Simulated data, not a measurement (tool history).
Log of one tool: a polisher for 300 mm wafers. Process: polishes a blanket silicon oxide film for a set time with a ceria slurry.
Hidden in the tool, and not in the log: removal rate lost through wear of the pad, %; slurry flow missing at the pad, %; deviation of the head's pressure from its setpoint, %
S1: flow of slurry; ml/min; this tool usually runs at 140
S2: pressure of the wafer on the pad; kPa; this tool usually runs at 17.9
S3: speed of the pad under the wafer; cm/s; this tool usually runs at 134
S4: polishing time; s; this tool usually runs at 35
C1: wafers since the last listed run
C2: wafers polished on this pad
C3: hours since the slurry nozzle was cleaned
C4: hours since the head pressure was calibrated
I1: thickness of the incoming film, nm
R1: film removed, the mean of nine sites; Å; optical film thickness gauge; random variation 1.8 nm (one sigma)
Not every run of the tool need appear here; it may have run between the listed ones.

run	hour	S1	S2	S3	S4	C1	C2	C3	C4	I1	R1
1	0.0	140	17.9	134	41	0	1167	210.5	98.2	880.1	1646
2	27.2	140	17.9	134	35	300	1468	237.7	125.4	860.7	1362
3	52.4	140	17.9	104	35	278	1747	262.9	150.6	866.9	1091
4	121.5	140	17.9	134	35	764	2511	332.0	219.7	864.6	1368
# hour 188.8: slurry nozzle cleaned
5	227.6	140	17.9	134	35	1162	3673	38.8	325.8	873.2	1411
6	272.0	140	17.9	134	35	491	4165	83.2	370.2	863.8	1414
7	319.5	140	17.9	134	35	525	4690	130.7	417.7	877.1	1423
# hour 368.4: worn pad replaced by a new one, of another model than before
8	375.1	140	17.9	134	35	570	73	186.3	473.3	878.3	1407
9	441.1	140	17.9	134	35	729	803	252.3	539.3	889.1	1438
10	498.3	140	17.9	134	35	632	1436	309.5	596.5	853.8	1382
11	555.0	140	17.9	134	35	627	2063	366.2	653.2	878.7	1388
# hour 589.9: slurry nozzle cleaned
12	602.6	140	22.1	116	35	515	2578	12.7	700.8	881.2	1655
13	648.2	140	22.1	116	35	504	3083	58.3	746.4	862.3	1667
14	709.6	140	22.1	116	35	679	3762	119.7	807.8	857.8	1589
# hour 754.1: worn pad replaced by a new one
# hour 777.6: head pressure recalibrated
15	872.5	155	17.9	134	35	1735	1287	282.6	94.9	880.2	1421
16	903.5	155	17.9	134	35	342	1630	313.6	125.9	883.7	1417
17	973.0	140	17.9	134	27	768	2399	383.1	195.4	868.7	1089
18	1011.3	140	20.0	108	41	423	2822	421.4	233.7	868.5	1596
19	1036.0	140	17.9	134	35	273	3096	446.1	258.4	858.6	1377
# hour 1053.6: slurry nozzle cleaned
20	1063.8	140	17.9	134	35	296	3392	10.2	286.2	859.6	1451
21	1127.8	115	22.8	134	28	707	4100	74.2	350.2	861.6	1406
# hour 1152.9: worn pad replaced by a new one
22	1172.8	105	17.9	166	46	453	219	119.2	395.2	859.1	2059
23	1211.0	140	17.9	134	35	422	642	157.4	433.4	862.2	1411
24	1282.5	140	20.7	158	35	790	1433	228.9	504.9	865.7	1808
25	1314.4	140	12.4	134	35	352	1785	260.8	536.8	863.3	977
26	1383.1	185	17.9	176	35	759	2545	329.5	605.5	864.9	1684
27	1426.7	115	17.9	152	35	482	3027	373.1	649.1	870.5	1493
# hour 1451.1: slurry nozzle cleaned
28	1461.2	190	20.7	112	23	370	3398	10.1	683.6	873.1	1028
29	1496.4	115	22.8	156	27	389	3787	45.3	718.8	860.8	1504
# hour 1613.7: worn pad replaced by a new one
30	1661.8	140	23.4	134	35	1785	531	210.7	884.2	867.1	1844
31	1711.5	180	22.8	158	35	549	1081	260.4	933.9	865.3	1973
32	1751.4	185	17.9	134	35	441	1522	300.3	973.8	878.5	1408
# hour 1759.3: head pressure recalibrated
33	1808.4	140	17.9	134	35	608	2131	357.3	49.1	865.6	1398
# hour 1821.8: slurry nozzle cleaned
34	1848.9	140	17.9	134	46	436	2568	27.1	89.6	869.6	1898
35	1914.2	140	17.9	134	29	722	3290	92.4	154.9	859.6	1197
36	1946.8	190	20.7	112	23	360	3650	125.0	187.5	864.6	1012
37	1976.8	140	17.9	134	27	331	3982	155.0	217.5	876.2	1109

Table of differences, measured result less the result of that run with no hidden state. Run-to-run variation is the same in both. Gauge scatter possibly is not:
run	R1
1	-62
2	-58
3	-52
4	-87
5	-20
6	-30
7	-41
8	-35
9	-48
10	-56
11	-68
12	-10
13	-17
14	-27
15	-48
16	-54
17	-54
18	-88
19	-81
20	-7
21	-18
22	-37
23	-28
24	-51
25	-31
26	-61
27	-77
28	-4
29	-13
30	-48
31	-55
32	-45
33	-63
34	-7
35	-12
36	-12
37	-19
